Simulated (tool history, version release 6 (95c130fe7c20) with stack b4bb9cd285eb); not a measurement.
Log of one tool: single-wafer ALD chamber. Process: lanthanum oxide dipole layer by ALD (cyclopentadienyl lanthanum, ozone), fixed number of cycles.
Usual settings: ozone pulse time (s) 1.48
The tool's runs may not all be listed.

run	hour	ozone pulse time (s)	wafers since the last listed run	hours since the last thermocouple change	hours since the last ozone generator service	hours since the showerhead was replaced	hours since the gauge calibration	read-back reference wafer on the same gauge, thickness_nm	mean film thickness on the monitor wafer (angstrom)
1	0	1.48	0	2061.3	1055	4575.7	469.7	0.506	4.95
2	19.4	1.48	358	2080.7	1074.4	4595.1	489.1	0.507	4.95
3	33.6	1.35	262	2094.9	1088.6	4609.3	503.3	0.506	4.87
4	66.7	1.06	611	2128	1121.7	4642.4	536.4	0.505	4.62
5	86.2	1.48	360	2147.5	1141.2	4661.9	555.9	0.506	4.93
6	105.6	1.48	358	2166.9	1160.6	4681.3	575.3	0.506	4.95
7	130.7	1.48	463	2192	1185.7	4706.4	600.4	0.506	4.96
8	146.5	1.48	292	2207.8	1201.5	4722.2	616.2	0.506	4.93
9	170.4	1.48	441	2231.7	1225.4	4746.1	640.1	0.506	4.92
10	187	1.48	306	2248.3	1242	4762.7	656.7	0.506	4.96
# hour 190.6: gauge calibrated
# hour 275.3: thermocouple changed; heater temperature recalibrated
11	293.6	1.48	1822	18.3	1348.6	4869.3	103	0.506	4.93
12	306.6	1.98	240	31.3	1361.6	4882.3	116	0.506	5.16
13	330.7	1.48	445	55.4	1385.7	4906.4	140.1	0.506	4.92
14	343	1.73	227	67.7	1398	4918.7	152.4	0.506	5.05
# hour 372.1: ozone generator serviced
15	372.6	1.68	399	97.3	0.5	4948.3	182	0.506	5.27
16	393.2	1.06	380	117.9	21.1	4968.9	202.6	0.506	4.99
# hour 415: showerhead replaced
17	426.4	1.13	465	151.1	54.3	11.4	235.8	0.506	4.98
18	460.9	1.05	637	185.6	88.8	45.9	270.3	0.506	4.92
19	474.1	1.19	243	198.8	102	59.1	283.5	0.506	5.02
20	506.2	1.26	593	230.9	134.1	91.2	315.6	0.505	5.02
21	518.6	0.98	229	243.3	146.5	103.6	328	0.506	4.84
22	538.6	1.97	369	263.3	166.5	123.6	348	0.507	5.31

4 ways to go on from here, each from the tool as it stands after run 22. What would each give?
A	539	1.48	7	263.7	166.9	124	348.4	?	?
B	539	1.67	7	263.7	166.9	124	348.4	?	?
C	539	2.05	7	263.7	166.9	124	348.4	?	?
D	539	1.96	7	263.7	166.9	124	348.4	?	?

run	read-back reference wafer on the same gauge, thickness_nm	mean film thickness on the monitor wafer (angstrom)
A	0.506	5.14
B	0.506	5.22
C	0.506	5.33
D	0.506	5.31
What these runs would have given with no unlogged condition in the tool:
run	mean film thickness on the monitor wafer (angstrom)
A	5.22
B	5.29
C	5.38
D	5.36
